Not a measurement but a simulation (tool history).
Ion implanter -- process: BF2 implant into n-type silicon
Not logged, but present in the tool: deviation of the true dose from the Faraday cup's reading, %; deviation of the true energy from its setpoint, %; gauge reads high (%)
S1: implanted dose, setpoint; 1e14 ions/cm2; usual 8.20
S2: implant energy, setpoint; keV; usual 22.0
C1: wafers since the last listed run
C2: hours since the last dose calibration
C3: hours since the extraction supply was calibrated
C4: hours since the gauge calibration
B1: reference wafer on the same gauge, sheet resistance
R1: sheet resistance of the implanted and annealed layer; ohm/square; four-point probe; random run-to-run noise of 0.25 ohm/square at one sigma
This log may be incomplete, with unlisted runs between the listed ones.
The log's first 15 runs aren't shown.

run 16 hour=779.7 | S1=6.59 S2=25.0 | C1=393 C2=215.2 C3=2903.2 C4=1348.6 | B1=162.01 | R1=190.10
run 17 hour=808.7 | S1=8.20 S2=22.0 | C1=381 C2=244.2 C3=2932.2 C4=1377.6 | B1=161.98 | R1=165.72
-- hour=863.1 gauge calibrated
run 18 hour=874.0 | S1=8.20 S2=22.0 | C1=858 C2=309.5 C3=2997.5 C4=10.9 | B1=161.97 | R1=165.80
run 19 hour=918.6 | S1=6.32 S2=28.0 | C1=586 C2=354.1 C3=3042.1 C4=55.5 | B1=162.01 | R1=194.38
run 20 hour=960.4 | S1=5.92 S2=27.5 | C1=549 C2=395.9 C3=3083.9 C4=97.3 | B1=162.04 | R1=205.01
-- hour=969.4 extraction supply calibrated
run 21 hour=1003.1 | S1=6.93 S2=24.5 | C1=456 C2=438.6 C3=33.7 C4=140.0 | B1=162.02 | R1=183.77
run 22 hour=1035.2 | S1=7.46 S2=22.0 | C1=422 C2=470.7 C3=65.8 C4=172.1 | B1=161.98 | R1=177.71
run 23 hour=1100.8 | S1=10.48 S2=25.5 | C1=862 C2=536.3 C3=131.4 C4=237.7 | B1=161.98 | R1=137.30
run 24 hour=1127.5 | S1=6.54 S2=25.0 | C1=351 C2=563.0 C3=158.1 C4=264.4 | B1=161.93 | R1=191.37
run 25 hour=1196.7 | S1=9.26 S2=28.0 | C1=910 C2=632.2 C3=227.3 C4=333.6 | B1=162.00 | R1=145.06
run 26 hour=1251.7 | S1=6.69 S2=25.0 | C1=723 C2=687.2 C3=282.3 C4=388.6 | B1=162.01 | R1=188.61
run 27 hour=1300.2 | S1=8.20 S2=22.0 | C1=637 C2=735.7 C3=330.8 C4=437.1 | B1=161.97 | R1=166.37
run 28 hour=1335.8 | S1=10.26 S2=19.0 | C1=468 C2=771.3 C3=366.4 C4=472.7 | B1=162.04 | R1=150.83
run 29 hour=1387.3 | S1=6.26 S2=26.0 | C1=677 C2=822.8 C3=417.9 C4=524.2 | B1=162.07 | R1=197.73
run 30 hour=1442.0 | S1=10.05 S2=26.0 | C1=719 C2=877.5 C3=472.6 C4=578.9 | B1=161.99 | R1=140.31

Consider 4 possible next runs. They are alternatives, not a sequence: every one starts from the tool as it was left by run 30. What does each give?
run A hour=1442.4 | S1=10.62 S2=22.0 | C1=5 C2=877.9 C3=473.0 C4=579.3 | B1=? | R1=?
run B hour=1442.4 | S1=7.47 S2=24.0 | C1=5 C2=877.9 C3=473.0 C4=579.3 | B1=? | R1=?
run C hour=1442.4 | S1=9.67 S2=22.0 | C1=5 C2=877.9 C3=473.0 C4=579.3 | B1=? | R1=?
run D hour=1442.4 | S1=9.17 S2=17.5 | C1=5 C2=877.9 C3=473.0 C4=579.3 | B1=? | R1=?

run=A B1=162.07 R1=142.41
run=B B1=162.07 R1=174.44
run=C B1=162.07 R1=149.96
run=D B1=162.07 R1=163.81
Without the tool's hidden state the same runs would have given:
run=A R1=142.02
run=B R1=173.76
run=C R1=149.50
run=D R1=163.33
